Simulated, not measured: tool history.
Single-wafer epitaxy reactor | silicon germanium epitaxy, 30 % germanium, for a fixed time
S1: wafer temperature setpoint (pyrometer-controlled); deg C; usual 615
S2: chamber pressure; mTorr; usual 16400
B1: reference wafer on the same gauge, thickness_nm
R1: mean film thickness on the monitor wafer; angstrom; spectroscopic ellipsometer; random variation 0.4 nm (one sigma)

run 1 hour=0 | S1=615 S2=16400 | B1=69.927 | R1=691.44
run 2 hour=65.7 | S1=615 S2=16400 | B1=70.118 | R1=695.33
run 3 hour=122 | S1=615 S2=16400 | B1=70.146 | R1=686.66
run 4 hour=152.9 | S1=615 S2=16400 | B1=69.991 | R1=682.33
run 5 hour=198.2 | S1=615 S2=16400 | B1=69.996 | R1=691.48
run 6 hour=265.1 | S1=615 S2=16400 | B1=70.008 | R1=687.92
run 7 hour=299.9 | S1=606 S2=14000 | B1=70.095 | R1=509.77
-- hour=311.9 showerhead replaced
run 8 hour=348.2 | S1=606 S2=14000 | B1=69.981 | R1=505.01
-- hour=408.2 capacitance manometer re-zeroed and calibrated
run 9 hour=408.7 | S1=606 S2=14000 | B1=70.183 | R1=537.13
run 10 hour=435.1 | S1=615 S2=16400 | B1=70.05 | R1=731.06
run 11 hour=477.2 | S1=615 S2=18300 | B1=69.997 | R1=778.73
run 12 hour=511.4 | S1=615 S2=18300 | B1=70.092 | R1=767.61
run 13 hour=562.9 | S1=615 S2=18300 | B1=69.846 | R1=772.86
run 14 hour=604.1 | S1=627 S2=19200 | B1=70.039 | R1=1014.71
run 15 hour=658.9 | S1=609 S2=19700 | B1=70.232 | R1=721.4
run 16 hour=709.8 | S1=615 S2=16400 | B1=70.038 | R1=712.98
run 17 hour=752.9 | S1=615 S2=16400 | B1=70.168 | R1=704.92
-- hour=804.8 gauge calibrated
run 18 hour=818.5 | S1=619 S2=20100 | B1=70.078 | R1=876.45

The next listed run, before its measurement:
run 19 hour=843 | S1=619 S2=20100 | B1=? | R1=?

B1: 69.932
R1: 867.87 angstrom
Without the tool's hidden state the same run would have given R1 890.39 angstrom.
